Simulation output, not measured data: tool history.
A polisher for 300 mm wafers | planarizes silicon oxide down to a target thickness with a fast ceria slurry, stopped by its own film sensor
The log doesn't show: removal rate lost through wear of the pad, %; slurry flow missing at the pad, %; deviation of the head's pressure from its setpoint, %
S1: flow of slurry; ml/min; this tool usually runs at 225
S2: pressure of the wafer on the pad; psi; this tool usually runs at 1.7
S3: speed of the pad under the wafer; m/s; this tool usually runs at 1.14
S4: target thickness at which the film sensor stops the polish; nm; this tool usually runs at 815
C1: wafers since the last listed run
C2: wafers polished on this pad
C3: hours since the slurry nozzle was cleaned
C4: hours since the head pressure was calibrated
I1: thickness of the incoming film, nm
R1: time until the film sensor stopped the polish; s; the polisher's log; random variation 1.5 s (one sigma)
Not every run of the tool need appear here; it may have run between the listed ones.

Run 1, hour 0: usual settings but S3 1.44 m/s; C1 0; C2 193; C3 569.2; C4 135.9; I1 1748.2. Result: R1 69.4 s.
Run 2, hour 34.7: usual settings but S2 2 psi, S4 736 nm; C1 242; C2 435; C3 603.9; C4 170.6; I1 1713.7. Result: R1 78.4 s.
Run 3, hour 62.1: usual settings; C1 191; C2 626; C3 631.3; C4 198; I1 1738.6. Result: R1 85.2 s.
Run 4, hour 87.7: usual settings but S1 205 ml/min; C1 178; C2 804; C3 656.9; C4 223.6; I1 1748.6. Result: R1 82 s.
Run 5, hour 111: usual settings but S1 205 ml/min; C1 162; C2 967; C3 680.2; C4 246.9; I1 1697. Result: R1 81.7 s.
Run 6, hour 128.5: usual settings; C1 122; C2 1089; C3 697.7; C4 264.4; I1 1745.1. Result: R1 86.5 s.
At hour 146.2: worn pad replaced by a new one.
Run 7, hour 146.7: usual settings but S2 1.5 psi, S3 1.32 m/s; C1 99; C2 3; C3 715.9; C4 282.6; I1 1750.9. Result: R1 79.4 s.
Run 8, hour 181: usual settings but S2 1.5 psi, S3 1.32 m/s; C1 239; C2 242; C3 750.2; C4 316.9; I1 1759.2. Result: R1 80.3 s.
Run 9, hour 197.6: usual settings but S4 616 nm; C1 115; C2 358; C3 766.8; C4 333.5; I1 1751.9. Result: R1 98.5 s.
Run 10, hour 226.2: usual settings but S4 616 nm; C1 199; C2 558; C3 795.4; C4 362.1; I1 1731.4. Result: R1 101 s.
At hour 271.7: slurry nozzle cleaned.
At hour 290.9: worn pad replaced by a new one.
Run 11, hour 310.8: usual settings but S4 616 nm; C1 555; C2 138; C3 39.1; C4 446.7; I1 1722. Result: R1 98.7 s.
Run 12, hour 334.4: usual settings but S3 0.96 m/s; C1 164; C2 303; C3 62.7; C4 470.3; I1 1747.8. Result: R1 97 s.

For run 13, what comes out?
Run 13, hour 365.3: usual settings but S2 1.5 psi, S3 1.32 m/s; C1 215; C2 518; C3 93.6; C4 501.2; I1 1723.9. Result: R1 ?.

R1: 79 s
If the tool had no hidden condition, the same run with the same run-to-run variation would have returned R1 88 s.
